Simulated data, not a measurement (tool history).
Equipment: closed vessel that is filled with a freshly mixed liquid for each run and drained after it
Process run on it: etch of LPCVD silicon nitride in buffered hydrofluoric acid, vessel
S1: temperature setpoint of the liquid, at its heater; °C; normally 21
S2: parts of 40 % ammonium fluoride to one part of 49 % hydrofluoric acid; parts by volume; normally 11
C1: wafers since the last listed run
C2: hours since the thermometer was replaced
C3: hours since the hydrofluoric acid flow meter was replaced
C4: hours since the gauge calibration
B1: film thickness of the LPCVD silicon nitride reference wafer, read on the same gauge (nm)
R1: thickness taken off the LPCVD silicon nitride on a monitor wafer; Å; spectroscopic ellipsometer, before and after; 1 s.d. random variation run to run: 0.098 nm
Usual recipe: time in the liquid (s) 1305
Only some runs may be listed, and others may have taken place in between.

{"run": 1, "hour": 0.0, "S1": 21, "S2": 11, "time in the liquid (s)": 1305, "C1": 0, "C2": 1034.5, "C3": 949, "C4": 1199, "B1": 70, "R1": 152.5}
{"run": 2, "hour": 74.9, "S1": 21, "S2": 12.5, "time in the liquid (s)": 1305, "C1": 4424, "C2": 1109.4, "C3": 1023.9, "C4": 1273.9, "B1": 70, "R1": 137.8}
{"run": 3, "hour": 138.8, "S1": 21, "S2": 13, "time in the liquid (s)": 945, "C1": 3774, "C2": 1173.3, "C3": 1087.8, "C4": 1337.8, "B1": 69.99, "R1": 96.1}
{"run": 4, "hour": 243.3, "S1": 21, "S2": 13, "time in the liquid (s)": 945, "C1": 6172, "C2": 1277.8, "C3": 1192.3, "C4": 1442.3, "B1": 69.99, "R1": 97.2}
{"run": 5, "hour": 315.1, "S1": 21, "S2": 13, "time in the liquid (s)": 945, "C1": 4241, "C2": 1349.6, "C3": 1264.1, "C4": 1514.1, "B1": 69.98, "R1": 96.7}
{"hour": 323.8, "done": "gauge calibrated"}
{"hour": 379.4, "done": "thermometer replaced"}
{"hour": 385.1, "done": "hydrofluoric acid flow meter replaced"}
{"run": 6, "hour": 397.5, "S1": 21, "S2": 11, "time in the liquid (s)": 1305, "C1": 4749, "C2": 18.1, "C3": 12.4, "C4": 73.7, "B1": 70.01, "R1": 139.4}
{"run": 7, "hour": 491.1, "S1": 21, "S2": 11, "time in the liquid (s)": 1805, "C1": 5528, "C2": 111.7, "C3": 106, "C4": 167.3, "B1": 69.98, "R1": 196.1}
{"run": 8, "hour": 534.2, "S1": 21, "S2": 11, "time in the liquid (s)": 1805, "C1": 2545, "C2": 154.8, "C3": 149.1, "C4": 210.4, "B1": 69.99, "R1": 193.9}
{"run": 9, "hour": 587.7, "S1": 23.5, "S2": 11, "time in the liquid (s)": 1850, "C1": 3160, "C2": 208.3, "C3": 202.6, "C4": 263.9, "B1": 69.99, "R1": 231.1}
{"run": 10, "hour": 687.3, "S1": 23.5, "S2": 11, "time in the liquid (s)": 1850, "C1": 5883, "C2": 307.9, "C3": 302.2, "C4": 363.5, "B1": 69.99, "R1": 234.1}
{"run": 11, "hour": 766.4, "S1": 23.5, "S2": 11, "time in the liquid (s)": 1850, "C1": 4672, "C2": 387, "C3": 381.3, "C4": 442.6, "B1": 70, "R1": 236.7}
{"run": 12, "hour": 809.9, "S1": 21, "S2": 13.5, "time in the liquid (s)": 1305, "C1": 2569, "C2": 430.5, "C3": 424.8, "C4": 486.1, "B1": 70, "R1": 118.4}
{"run": 13, "hour": 881.4, "S1": 21, "S2": 13.5, "time in the liquid (s)": 1715, "C1": 4223, "C2": 502, "C3": 496.3, "C4": 557.6, "B1": 69.99, "R1": 156.7}
{"run": 14, "hour": 961.9, "S1": 21, "S2": 13, "time in the liquid (s)": 945, "C1": 4754, "C2": 582.5, "C3": 576.8, "C4": 638.1, "B1": 69.99, "R1": 89.6}
{"run": 15, "hour": 1007.2, "S1": 21, "S2": 11, "time in the liquid (s)": 1305, "C1": 2675, "C2": 627.8, "C3": 622.1, "C4": 683.4, "B1": 70, "R1": 146.9}
{"run": 16, "hour": 1048.0, "S1": 21, "S2": 13, "time in the liquid (s)": 945, "C1": 2409, "C2": 668.6, "C3": 662.9, "C4": 724.2, "B1": 69.99, "R1": 91.2}
{"run": 17, "hour": 1127.4, "S1": 23.5, "S2": 13.5, "time in the liquid (s)": 1700, "C1": 4689, "C2": 748, "C3": 742.3, "C4": 803.6, "B1": 70.03, "R1": 181.7}
{"run": 18, "hour": 1186.6, "S1": 21, "S2": 11, "time in the liquid (s)": 840, "C1": 3496, "C2": 807.2, "C3": 801.5, "C4": 862.8, "B1": 69.98, "R1": 95.8}
{"run": 19, "hour": 1276.1, "S1": 21, "S2": 11, "time in the liquid (s)": 1305, "C1": 5286, "C2": 896.7, "C3": 891, "C4": 952.3, "B1": 69.99, "R1": 151.7}
{"run": 20, "hour": 1353.1, "S1": 21, "S2": 11, "time in the liquid (s)": 1305, "C1": 4548, "C2": 973.7, "C3": 968, "C4": 1029.3, "B1": 70.01, "R1": 151.4}
{"run": 21, "hour": 1410.4, "S1": 24.5, "S2": 11, "time in the liquid (s)": 1895, "C1": 3384, "C2": 1031, "C3": 1025.3, "C4": 1086.6, "B1": 70, "R1": 269.7}
{"run": 22, "hour": 1487.7, "S1": 21, "S2": 11, "time in the liquid (s)": 1305, "C1": 4565, "C2": 1108.3, "C3": 1102.6, "C4": 1163.9, "B1": 69.99, "R1": 153.6}
{"run": 23, "hour": 1584.9, "S1": 21, "S2": 13, "time in the liquid (s)": 945, "C1": 5741, "C2": 1205.5, "C3": 1199.8, "C4": 1261.1, "B1": 70, "R1": 95.1}
{"run": 24, "hour": 1683.0, "S1": 17, "S2": 11, "time in the liquid (s)": 970, "C1": 5794, "C2": 1303.6, "C3": 1297.9, "C4": 1359.2, "B1": 70, "R1": 92.7}
{"hour": 1690.3, "done": "gauge calibrated"}
{"run": 25, "hour": 1757.1, "S1": 21, "S2": 11, "time in the liquid (s)": 1305, "C1": 4376, "C2": 1377.7, "C3": 1372, "C4": 66.8, "B1": 70.02, "R1": 158.3}
{"run": 26, "hour": 1812.3, "S1": 21, "S2": 15.5, "time in the liquid (s)": 1305, "C1": 3260, "C2": 1432.9, "C3": 1427.2, "C4": 122, "B1": 69.99, "R1": 114}
{"hour": 1882.3, "done": "thermometer replaced"}
{"hour": 1891.7, "done": "hydrofluoric acid flow meter replaced"}
{"run": 27, "hour": 1905.8, "S1": 24, "S2": 11, "time in the liquid (s)": 1305, "C1": 5404, "C2": 23.5, "C3": 14.1, "C4": 215.5, "B1": 69.99, "R1": 166.5}
{"run": 28, "hour": 1945.9, "S1": 17, "S2": 13.5, "time in the liquid (s)": 1305, "C1": 2368, "C2": 63.6, "C3": 54.2, "C4": 255.6, "B1": 70.01, "R1": 91.8}
{"run": 29, "hour": 2114.6, "S1": 21, "S2": 11, "time in the liquid (s)": 770, "C1": 9964, "C2": 232.3, "C3": 222.9, "C4": 424.3, "B1": 70.01, "R1": 84.5}
{"run": 30, "hour": 2164.1, "S1": 26, "S2": 11, "time in the liquid (s)": 1305, "C1": 2923, "C2": 281.8, "C3": 272.4, "C4": 473.8, "B1": 69.99, "R1": 188.2}
{"run": 31, "hour": 2264.0, "S1": 24.5, "S2": 7.5, "time in the liquid (s)": 950, "C1": 5900, "C2": 381.7, "C3": 372.3, "C4": 573.7, "B1": 70, "R1": 182.8}
{"run": 32, "hour": 2320.5, "S1": 21, "S2": 13, "time in the liquid (s)": 870, "C1": 3337, "C2": 438.2, "C3": 428.8, "C4": 630.2, "B1": 70, "R1": 82.4}
{"run": 33, "hour": 2384.3, "S1": 23.5, "S2": 11, "time in the liquid (s)": 835, "C1": 3768, "C2": 502, "C3": 492.6, "C4": 694, "B1": 69.99, "R1": 107.4}

How would selected steps in R1 from run to run divide? Give the signed amount a tool lacking its hidden state would still show from settings, what came in and random variation, and the signed amount left for the hidden state, including any gauge scatter that is not in both of the compared results.
What the log doesn't record here: liquid hotter than its thermometer reads (K); hydrofluoric acid flow above the setpoint (%); gauge reads high (%).
Run 5 -> 6: S2 13 -> 11, time in the liquid (s) 945 -> 1305, gauge calibrated, thermometer replaced, hydrofluoric acid flow meter replaced. R1 +42.7 Å: hidden state -11.7, all else +54.4.
Run 11 -> 12: S1 23.5 -> 21, S2 11 -> 13.5, time in the liquid (s) 1850 -> 1305. R1 -118.3 Å: hidden state -3.9, all else -114.4.
Run 20 -> 21: S1 21 -> 24.5, time in the liquid (s) 1305 -> 1895. R1 +118.3 Å: hidden state +11.6, all else +106.7.
Run 21 -> 22: S1 24.5 -> 21, time in the liquid (s) 1895 -> 1305. R1 -116.1 Å: hidden state -9.6, all else -106.5.
Run 26 -> 27: S1 21 -> 24, S2 15.5 -> 11, thermometer replaced, hydrofluoric acid flow meter replaced. R1 +52.5 Å: hidden state -13.4, all else +65.9.
